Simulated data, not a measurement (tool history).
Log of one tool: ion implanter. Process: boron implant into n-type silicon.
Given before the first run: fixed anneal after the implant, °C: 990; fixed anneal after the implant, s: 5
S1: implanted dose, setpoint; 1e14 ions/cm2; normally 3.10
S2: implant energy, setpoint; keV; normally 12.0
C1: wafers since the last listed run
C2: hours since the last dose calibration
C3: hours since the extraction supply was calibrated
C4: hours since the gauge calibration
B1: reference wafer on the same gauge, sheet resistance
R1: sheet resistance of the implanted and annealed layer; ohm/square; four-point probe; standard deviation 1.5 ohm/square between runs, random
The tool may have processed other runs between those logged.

run 1 hour=0.0 | S1=2.91 S2=12.0 | C1=0 C2=409.6 C3=1098.9 C4=1012.5 | B1=380.55 | R1=358.01
run 2 hour=59.6 | S1=3.10 S2=9.5 | C1=1168 C2=469.2 C3=1158.5 C4=1072.1 | B1=379.10 | R1=347.41
-- hour=87.5 gauge calibrated
run 3 hour=120.2 | S1=3.10 S2=9.5 | C1=1187 C2=529.8 C3=1219.1 C4=32.7 | B1=392.04 | R1=356.13
run 4 hour=206.5 | S1=3.10 S2=9.5 | C1=1691 C2=616.1 C3=1305.4 C4=119.0 | B1=391.37 | R1=357.68
run 5 hour=282.2 | S1=3.10 S2=12.0 | C1=1483 C2=691.8 C3=1381.1 C4=194.7 | B1=390.71 | R1=349.19
run 6 hour=325.6 | S1=3.32 S2=14.5 | C1=850 C2=735.2 C3=1424.5 C4=238.1 | B1=390.71 | R1=323.50
run 7 hour=618.0 | S1=3.32 S2=14.5 | C1=5730 C2=1027.6 C3=1716.9 C4=530.5 | B1=389.38 | R1=318.64
run 8 hour=668.6 | S1=3.32 S2=14.5 | C1=991 C2=1078.2 C3=1767.5 C4=581.1 | B1=387.82 | R1=321.03
run 9 hour=806.7 | S1=3.10 S2=12.0 | C1=2706 C2=1216.3 C3=1905.6 C4=719.2 | B1=385.75 | R1=342.06
run 10 hour=854.5 | S1=3.10 S2=10.0 | C1=936 C2=1264.1 C3=1953.4 C4=767.0 | B1=384.86 | R1=348.31
run 11 hour=908.2 | S1=2.57 S2=12.0 | C1=1052 C2=1317.8 C3=2007.1 C4=820.7 | B1=384.21 | R1=398.19
run 12 hour=976.9 | S1=2.79 S2=16.0 | C1=1346 C2=1386.5 C3=2075.8 C4=889.4 | B1=382.53 | R1=360.66
run 13 hour=1024.0 | S1=2.71 S2=16.0 | C1=923 C2=1433.6 C3=2122.9 C4=936.5 | B1=381.63 | R1=370.37
-- hour=1035.9 gauge calibrated
-- hour=1095.8 extraction supply calibrated
run 14 hour=1118.9 | S1=3.45 S2=15.5 | C1=1703 C2=1528.5 C3=23.1 C4=83.0 | B1=392.30 | R1=313.36
run 15 hour=1198.4 | S1=3.10 S2=12.0 | C1=1558 C2=1608.0 C3=102.6 C4=162.5 | B1=392.01 | R1=348.54
-- hour=1222.8 Faraday cup replaced and dose calibrated
run 16 hour=1258.6 | S1=2.27 S2=10.5 | C1=1023 C2=35.8 C3=162.8 C4=222.7 | B1=391.25 | R1=454.74
run 17 hour=1346.3 | S1=4.02 S2=14.5 | C1=1718 C2=123.5 C3=250.5 C4=310.4 | B1=390.34 | R1=275.99
run 18 hour=1441.1 | S1=3.10 S2=12.0 | C1=1857 C2=218.3 C3=345.3 C4=405.2 | B1=390.43 | R1=349.77
run 19 hour=1529.9 | S1=3.10 S2=12.0 | C1=1740 C2=307.1 C3=434.1 C4=494.0 | B1=389.44 | R1=348.89
run 20 hour=1630.3 | S1=3.10 S2=12.0 | C1=1967 C2=407.5 C3=534.5 C4=594.4 | B1=388.18 | R1=346.51
run 21 hour=1738.0 | S1=3.10 S2=15.5 | C1=2110 C2=515.2 C3=642.2 C4=702.1 | B1=387.07 | R1=338.34

Below are 4 alternative next runs, each starting from the tool's condition after run 21. Predict each:
run A hour=1738.4 | S1=3.96 S2=12.0 | C1=7 C2=515.6 C3=642.6 C4=702.5 | B1=? | R1=?
run B hour=1738.4 | S1=3.96 S2=15.5 | C1=7 C2=515.6 C3=642.6 C4=702.5 | B1=? | R1=?
run C hour=1738.4 | S1=3.73 S2=15.5 | C1=7 C2=515.6 C3=642.6 C4=702.5 | B1=? | R1=?
run D hour=1738.4 | S1=2.29 S2=8.5 | C1=7 C2=515.6 C3=642.6 C4=702.5 | B1=? | R1=?

run=A B1=386.95 R1=280.23
run=B B1=386.95 R1=276.06
run=C B1=386.95 R1=289.65
run=D B1=386.95 R1=458.03
Without the tool's hidden state the same runs would have given:
run=A R1=283.40
run=B R1=279.18
run=C R1=292.93
run=D R1=463.22

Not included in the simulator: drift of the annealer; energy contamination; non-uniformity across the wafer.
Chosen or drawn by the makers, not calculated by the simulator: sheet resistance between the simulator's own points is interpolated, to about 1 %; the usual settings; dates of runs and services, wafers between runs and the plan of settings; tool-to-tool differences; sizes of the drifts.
